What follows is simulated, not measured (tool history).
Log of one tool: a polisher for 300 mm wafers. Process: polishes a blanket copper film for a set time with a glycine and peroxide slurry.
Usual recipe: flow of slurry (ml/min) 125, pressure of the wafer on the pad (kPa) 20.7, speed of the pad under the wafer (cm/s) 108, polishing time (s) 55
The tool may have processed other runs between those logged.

run	hour	flow of slurry (ml/min)	pressure of the wafer on the pad (kPa)	speed of the pad under the wafer (cm/s)	polishing time (s)	wafers since the last listed run	wafers polished on this pad	hours since the slurry nozzle was cleaned	hours since the head pressure was calibrated	incoming thickness of the incoming film, nm	film removed (angstrom)
1	0.0	125	20.7	108	55	0	3408	182.1	458.0	1644.4	3326
# hour 2.3: worn pad replaced by a new one
2	46.4	125	20.7	108	55	437	437	228.5	504.4	1654.1	3252
3	91.2	125	20.7	108	55	444	882	273.3	549.2	1615.1	3358
4	132.8	125	20.7	108	55	412	1294	314.9	590.8	1662.6	3278
5	197.2	125	20.7	108	55	639	1933	379.3	655.2	1645.0	3392
6	253.8	155	20.7	108	55	561	2495	435.9	711.8	1642.9	3485
# hour 287.5: worn pad replaced by a new one
7	315.5	155	20.7	108	55	572	277	497.6	773.5	1659.2	3459
8	380.6	155	20.7	108	55	645	923	562.7	838.6	1631.0	3472
9	409.7	125	20.7	108	55	288	1212	591.8	867.7	1616.7	3350
10	437.6	125	20.7	108	55	276	1489	619.7	895.6	1645.2	3422
11	483.2	125	20.7	108	55	452	1941	665.3	941.2	1653.8	3357
# hour 526.6: head pressure recalibrated
12	535.7	125	24.8	108	55	501	2442	717.8	9.1	1646.6	3630
# hour 561.5: worn pad replaced by a new one
13	574.5	125	24.8	108	55	345	129	756.6	47.9	1641.6	3749
# hour 580.3: slurry nozzle cleaned
14	621.4	125	20.7	108	55	455	584	41.1	94.8	1660.8	3214
15	786.6	125	20.7	108	55	1639	2223	206.3	260.0	1644.4	3274
# hour 909.5: worn pad replaced by a new one, of another model than before
16	994.3	105	14.5	120	73	2021	841	414.0	467.7	1633.2	3798
17	1049.1	115	20.7	78	46	543	1385	468.8	522.5	1639.6	2236
18	1099.4	125	26.2	108	74	499	1884	519.1	572.8	1647.3	4858
19	1129.5	165	17.2	126	71	298	2182	549.2	602.9	1673.0	4329
20	1186.4	155	27.6	140	68	564	2747	606.1	659.8	1648.2	5692
# hour 1204.4: worn pad replaced by a new one
21	1233.9	90	20.7	108	73	431	292	653.6	707.3	1658.4	4079
22	1262.3	125	20.7	108	43	281	574	682.0	735.7	1626.8	2504
23	1312.0	140	15.2	134	55	493	1067	731.7	785.4	1636.1	3322
24	1351.4	125	20.7	130	41	390	1458	771.1	824.8	1672.8	2740
# hour 1358.3: slurry nozzle cleaned
# hour 1368.8: head pressure recalibrated
25	1407.8	105	20.7	108	37	529	1988	49.5	39.0	1631.4	2034
26	1477.4	125	20.7	108	63	690	2679	119.1	108.6	1638.2	3609
27	1526.3	145	15.2	108	55	485	3164	168.0	157.5	1635.8	2778

Describe how what the log doesn't record of the tool's condition differs between the last listed run preceding each entry between runs and the first listed run following it.
Runs 1 to 2: worn pad replaced by a new one (hour 2.3)
  deviation of the head's pressure from its setpoint, %: 6.93 -> 7.24
  measured minus no-state result, film removed (angstrom): +184 -> +188
Runs 6 to 7: worn pad replaced by a new one (hour 287.5)
  deviation of the head's pressure from its setpoint, %: 8.2 -> 8.38
  measured minus no-state result, film removed (angstrom): +226 -> +229
Runs 11 to 12: head pressure recalibrated (hour 526.6)
  deviation of the head's pressure from its setpoint, %: 8.74 -> 1.47
  measured minus no-state result, film removed (angstrom): +231 -> +46
Runs 12 to 13: worn pad replaced by a new one (hour 561.5)
  deviation of the head's pressure from its setpoint, %: 1.47 -> 2.56
  measured minus no-state result, film removed (angstrom): +46 -> +81
Runs 13 to 14: slurry nozzle cleaned (hour 580.3)
  deviation of the head's pressure from its setpoint, %: 2.56 -> 3.71
  measured minus no-state result, film removed (angstrom): +81 -> +98
Runs 15 to 16: worn pad replaced by a new one, of another model than before (hour 909.5)
  deviation of the head's pressure from its setpoint, %: 6.65 -> 8.72
  measured minus no-state result, film removed (angstrom): +174 -> +149
Runs 20 to 21: worn pad replaced by a new one (hour 1204.4)
  deviation of the head's pressure from its setpoint, %: 9.73 -> 9.9
  measured minus no-state result, film removed (angstrom): +265 -> +184
Runs 24 to 25: slurry nozzle cleaned (hour 1358.3); head pressure recalibrated (hour 1368.8)
  deviation of the head's pressure from its setpoint, %: 10.2 -> 1.47
  measured minus no-state result, film removed (angstrom): +131 -> +14

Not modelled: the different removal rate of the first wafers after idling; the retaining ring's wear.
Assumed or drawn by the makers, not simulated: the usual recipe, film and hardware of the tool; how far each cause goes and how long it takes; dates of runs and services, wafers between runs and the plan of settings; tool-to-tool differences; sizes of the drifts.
